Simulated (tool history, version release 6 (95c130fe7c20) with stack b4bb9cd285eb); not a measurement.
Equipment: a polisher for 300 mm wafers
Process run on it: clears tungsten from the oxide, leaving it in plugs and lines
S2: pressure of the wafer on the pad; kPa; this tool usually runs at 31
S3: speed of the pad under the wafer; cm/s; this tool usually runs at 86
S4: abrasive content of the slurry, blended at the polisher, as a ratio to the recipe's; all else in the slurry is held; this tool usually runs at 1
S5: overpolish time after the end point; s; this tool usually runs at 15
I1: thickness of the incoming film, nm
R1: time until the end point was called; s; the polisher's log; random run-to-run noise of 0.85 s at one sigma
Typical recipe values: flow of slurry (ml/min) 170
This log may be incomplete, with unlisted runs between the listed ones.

run 1 day=0 | flow_of_slurry_(ml/min)=170 S2=31 S3=86 S4=1 S5=15 | I1=236.7 | R1=53.1
-- day=1.317 slurry blender recalibrated
run 2 day=1.758 | flow_of_slurry_(ml/min)=170 S2=31 S3=86 S4=1 S5=15 | I1=241.9 | R1=56.8
-- day=2.592 worn pad replaced by a new one
-- day=3.821 slurry tank refilled with fresh slurry and peroxide
run 3 day=4.554 | flow_of_slurry_(ml/min)=170 S2=31 S3=86 S4=1 S5=15 | I1=240.4 | R1=49.7
-- day=5.946 slurry nozzle cleaned
run 4 day=5.975 | flow_of_slurry_(ml/min)=125 S2=31 S3=96 S4=1 S5=15 | I1=237.8 | R1=49.3
run 5 day=7.004 | flow_of_slurry_(ml/min)=125 S2=31 S3=96 S4=1 S5=15 | I1=240.5 | R1=50
run 6 day=8.667 | flow_of_slurry_(ml/min)=125 S2=31 S3=96 S4=1 S5=15 | I1=238 | R1=54.8
-- day=9.688 slurry tank refilled with fresh slurry and peroxide
-- day=10.333 worn pad replaced by a new one
run 7 day=10.804 | flow_of_slurry_(ml/min)=210 S2=31 S3=86 S4=1 S5=15 | I1=239.3 | R1=46.5
-- day=12.367 slurry blender recalibrated
run 8 day=13.054 | flow_of_slurry_(ml/min)=220 S2=31 S3=86 S4=1 S5=19 | I1=241.8 | R1=50.6
run 9 day=15.254 | flow_of_slurry_(ml/min)=135 S2=25.5 S3=74 S4=1 S5=23 | I1=237.2 | R1=73.9
-- day=16.6 worn pad replaced by a new one
run 10 day=17.017 | flow_of_slurry_(ml/min)=170 S2=31 S3=110 S4=0.85 S5=8 | I1=241.1 | R1=43.7
-- day=17.438 slurry tank refilled with fresh slurry and peroxide
run 11 day=19.588 | flow_of_slurry_(ml/min)=190 S2=31 S3=86 S4=1 S5=21 | I1=242.1 | R1=52
-- day=22.917 worn pad replaced by a new one
-- day=23.012 slurry blender recalibrated
-- day=24.521 slurry tank refilled with fresh slurry and peroxide
-- day=24.858 slurry nozzle cleaned
-- day=24.938 head pressure recalibrated
run 12 day=27.896 | flow_of_slurry_(ml/min)=170 S2=31 S3=86 S4=1 S5=15 | I1=243 | R1=56
-- day=29.446 worn pad replaced by a new one
run 13 day=30.738 | flow_of_slurry_(ml/min)=170 S2=31 S3=86 S4=1 S5=15 | I1=242 | R1=52.9
-- day=32.338 slurry tank refilled with fresh slurry and peroxide
run 14 day=33.104 | flow_of_slurry_(ml/min)=170 S2=27.6 S3=96 S4=0.85 S5=15 | I1=241.5 | R1=52.3
-- day=33.758 slurry blender recalibrated
run 15 day=34.462 | flow_of_slurry_(ml/min)=230 S2=24.1 S3=86 S4=0.7 S5=12 | I1=241 | R1=70.4

Predict each of these 4 candidate next runs independently; none follows another, all start after run 15:
run A day=34.479 | flow_of_slurry_(ml/min)=170 S2=31 S3=86 S4=1 S5=12 | I1=242.5 | R1=?
run B day=34.479 | flow_of_slurry_(ml/min)=170 S2=23.4 S3=70 S4=1 S5=12 | I1=242.5 | R1=?
run C day=34.479 | flow_of_slurry_(ml/min)=170 S2=31 S3=74 S4=1.15 S5=23 | I1=242.5 | R1=?
run D day=34.479 | flow_of_slurry_(ml/min)=170 S2=34.5 S3=86 S4=1 S5=6 | I1=242.5 | R1=?

run=A R1=55.5
run=B R1=79.9
run=C R1=61.3
run=D R1=52
The same runs, with their run-to-run variation unchanged, on a tool lacking any hidden condition would have given:
run=A R1=46
run=B R1=66.2
run=C R1=50.7
run=D R1=43.1
